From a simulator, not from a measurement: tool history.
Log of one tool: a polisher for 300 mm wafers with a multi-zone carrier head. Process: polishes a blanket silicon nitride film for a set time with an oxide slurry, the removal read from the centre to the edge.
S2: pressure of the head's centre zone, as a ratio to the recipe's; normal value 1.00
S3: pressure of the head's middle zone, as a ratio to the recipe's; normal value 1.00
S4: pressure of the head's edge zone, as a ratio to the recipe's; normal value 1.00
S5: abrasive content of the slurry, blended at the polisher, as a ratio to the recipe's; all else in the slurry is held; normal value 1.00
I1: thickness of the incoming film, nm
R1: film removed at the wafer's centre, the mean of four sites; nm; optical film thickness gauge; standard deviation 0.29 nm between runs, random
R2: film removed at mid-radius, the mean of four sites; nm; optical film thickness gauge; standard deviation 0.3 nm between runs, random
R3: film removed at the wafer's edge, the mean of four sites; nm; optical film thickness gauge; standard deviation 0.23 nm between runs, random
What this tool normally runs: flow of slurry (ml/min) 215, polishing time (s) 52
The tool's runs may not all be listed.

{"run": 1, "hour": 0.0, "flow of slurry (ml/min)": 215, "S2": 1.0, "S3": 1.0, "S4": 1.0, "S5": 1.0, "polishing time (s)": 52, "I1": 254.1, "R1": 26.8, "R2": 26.4, "R3": 27.1}
{"run": 2, "hour": 30.8, "flow of slurry (ml/min)": 215, "S2": 1.0, "S3": 1.0, "S4": 1.0, "S5": 1.0, "polishing time (s)": 57, "I1": 253.9, "R1": 28.7, "R2": 29.1, "R3": 29.1}
{"run": 3, "hour": 61.3, "flow of slurry (ml/min)": 215, "S2": 1.0, "S3": 1.0, "S4": 1.0, "S5": 1.0, "polishing time (s)": 57, "I1": 247.4, "R1": 28.4, "R2": 28.3, "R3": 28.9}
{"run": 4, "hour": 108.1, "flow of slurry (ml/min)": 215, "S2": 1.0, "S3": 1.0, "S4": 1.0, "S5": 1.2, "polishing time (s)": 59, "I1": 249.0, "R1": 31.5, "R2": 31.6, "R3": 32.0}
{"run": 5, "hour": 121.4, "flow of slurry (ml/min)": 180, "S2": 1.0, "S3": 1.0, "S4": 0.88, "S5": 1.2, "polishing time (s)": 38, "I1": 248.9, "R1": 19.6, "R2": 19.9, "R3": 18.8}
{"hour": 137.5, "done": "carrier head's membrane replaced by a new one"}
{"run": 6, "hour": 138.0, "flow of slurry (ml/min)": 145, "S2": 1.0, "S3": 0.95, "S4": 1.05, "S5": 1.0, "polishing time (s)": 36, "I1": 249.1, "R1": 16.4, "R2": 16.5, "R3": 17.4}
{"hour": 153.3, "done": "slurry nozzle cleaned"}
{"run": 7, "hour": 166.5, "flow of slurry (ml/min)": 215, "S2": 1.0, "S3": 0.89, "S4": 0.93, "S5": 1.0, "polishing time (s)": 52, "I1": 252.1, "R1": 24.6, "R2": 23.1, "R3": 24.4}
{"hour": 181.0, "done": "edge zone pressure recalibrated"}
{"run": 8, "hour": 194.7, "flow of slurry (ml/min)": 215, "S2": 1.0, "S3": 1.0, "S4": 0.95, "S5": 1.25, "polishing time (s)": 52, "I1": 255.4, "R1": 26.5, "R2": 26.5, "R3": 27.1}
{"hour": 202.7, "done": "worn pad replaced by a new one"}
{"run": 9, "hour": 208.2, "flow of slurry (ml/min)": 215, "S2": 1.0, "S3": 1.0, "S4": 1.0, "S5": 1.0, "polishing time (s)": 52, "I1": 246.1, "R1": 27.0, "R2": 27.9, "R3": 28.2}
{"run": 10, "hour": 276.2, "flow of slurry (ml/min)": 215, "S2": 1.0, "S3": 1.0, "S4": 1.0, "S5": 1.0, "polishing time (s)": 52, "I1": 249.8, "R1": 26.0, "R2": 26.1, "R3": 26.9}
{"run": 11, "hour": 318.3, "flow of slurry (ml/min)": 215, "S2": 1.0, "S3": 1.0, "S4": 1.0, "S5": 1.0, "polishing time (s)": 57, "I1": 250.3, "R1": 27.7, "R2": 28.0, "R3": 29.2}
{"run": 12, "hour": 346.5, "flow of slurry (ml/min)": 180, "S2": 1.0, "S3": 1.0, "S4": 0.88, "S5": 1.2, "polishing time (s)": 38, "I1": 247.8, "R1": 19.6, "R2": 20.0, "R3": 19.3}
{"run": 13, "hour": 372.2, "flow of slurry (ml/min)": 255, "S2": 1.0, "S3": 1.0, "S4": 1.0, "S5": 1.0, "polishing time (s)": 52, "I1": 249.9, "R1": 25.1, "R2": 25.2, "R3": 25.7}
{"run": 14, "hour": 389.0, "flow of slurry (ml/min)": 215, "S2": 0.96, "S3": 1.0, "S4": 1.0, "S5": 1.0, "polishing time (s)": 39, "I1": 250.0, "R1": 18.1, "R2": 18.5, "R3": 18.9}
{"run": 15, "hour": 421.0, "flow of slurry (ml/min)": 215, "S2": 1.0, "S3": 1.0, "S4": 1.0, "S5": 1.1, "polishing time (s)": 52, "I1": 253.2, "R1": 25.3, "R2": 25.8, "R3": 26.5}
{"hour": 435.7, "done": "worn pad replaced by a new one"}
{"run": 16, "hour": 436.2, "flow of slurry (ml/min)": 170, "S2": 1.07, "S3": 1.0, "S4": 1.0, "S5": 1.25, "polishing time (s)": 52, "I1": 250.9, "R1": 30.4, "R2": 29.5, "R3": 30.2}
{"run": 17, "hour": 512.0, "flow of slurry (ml/min)": 215, "S2": 1.0, "S3": 1.0, "S4": 1.0, "S5": 1.0, "polishing time (s)": 52, "I1": 249.0, "R1": 26.1, "R2": 26.2, "R3": 26.7}
{"run": 18, "hour": 527.3, "flow of slurry (ml/min)": 215, "S2": 1.0, "S3": 1.09, "S4": 1.0, "S5": 1.0, "polishing time (s)": 52, "I1": 248.5, "R1": 25.9, "R2": 27.1, "R3": 26.8}
{"run": 19, "hour": 558.2, "flow of slurry (ml/min)": 215, "S2": 1.0, "S3": 1.0, "S4": 1.0, "S5": 1.0, "polishing time (s)": 52, "I1": 253.5, "R1": 24.5, "R2": 25.6, "R3": 26.1}

Run 20 is up next; what results do you expect?
{"hour": 563.8, "done": "centre zone pressure recalibrated"}
{"run": 20, "hour": 582.8, "flow of slurry (ml/min)": 240, "S2": 0.89, "S3": 0.92, "S4": 1.0, "S5": 1.0, "polishing time (s)": 40, "I1": 247.0, "R1": "?", "R2": "?", "R3": "?"}

R1: 18.2 nm
R2: 18.6 nm
R3: 19.9 nm
Were there no unlogged condition in the tool, this run, its random variation unchanged, would have produced R1 20.1 nm, R2 20.6 nm, R3 22.0 nm.
